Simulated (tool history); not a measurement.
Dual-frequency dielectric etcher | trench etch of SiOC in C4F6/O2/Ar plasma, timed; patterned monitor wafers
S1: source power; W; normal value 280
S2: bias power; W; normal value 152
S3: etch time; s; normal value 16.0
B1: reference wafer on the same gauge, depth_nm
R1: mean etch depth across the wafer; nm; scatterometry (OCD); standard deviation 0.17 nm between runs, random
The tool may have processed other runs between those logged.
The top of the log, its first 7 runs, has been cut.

run,hour,S1,S2,S3,B1,R1
8,156.3,280,152,16.0,22.86,26.58
# hour 185.0: upper electrode replaced
# hour 195.9: source power generator calibrated
9,196.4,280,152,16.0,22.93,26.48
10,224.5,280,152,16.0,22.88,26.79
11,290.6,280,152,16.0,22.85,26.91
12,324.0,280,152,12.5,22.97,21.44
13,352.8,220,152,16.0,22.85,25.37
14,383.3,320,152,16.0,22.86,28.37
15,414.5,280,152,16.0,22.87,27.19
16,439.0,340,138,20.5,22.88,35.43
17,466.9,300,183,12.0,22.94,22.59
# hour 481.8: bias power generator calibrated
# hour 521.8: wet clean of the chamber
18,522.3,280,162,16.0,22.96,27.20
19,522.7,280,152,16.0,22.89,26.59
20,530.5,300,162,16.0,22.93,27.78
21,557.6,280,188,16.0,22.87,29.06
22,577.1,320,171,14.0,22.88,25.27
# hour 584.5: gauge calibrated
23,602.8,320,139,18.5,22.82,30.75
24,635.9,250,125,18.0,22.87,27.18
25,648.7,210,172,20.0,22.87,33.10
26,675.5,280,152,16.0,22.88,26.82
27,689.5,320,152,13.0,22.90,22.65
28,715.6,280,152,16.0,22.84,26.98
29,732.5,340,124,20.5,22.90,34.09
30,747.4,280,152,16.0,22.91,27.24
31,836.0,260,141,12.0,22.92,19.72

3 options for the next run, each taken on its own from the tool as it stands now. Forecast them:
A,836.4,280,152,16.0,?,?
B,836.4,280,119,16.0,?,?
C,836.4,350,186,14.0,?,?

run,B1,R1
A,22.98,27.87
B,22.98,25.20
C,22.98,28.00
Without the tool's unlogged condition, the same runs would have read:
run,R1
A,26.80
B,24.23
C,26.93

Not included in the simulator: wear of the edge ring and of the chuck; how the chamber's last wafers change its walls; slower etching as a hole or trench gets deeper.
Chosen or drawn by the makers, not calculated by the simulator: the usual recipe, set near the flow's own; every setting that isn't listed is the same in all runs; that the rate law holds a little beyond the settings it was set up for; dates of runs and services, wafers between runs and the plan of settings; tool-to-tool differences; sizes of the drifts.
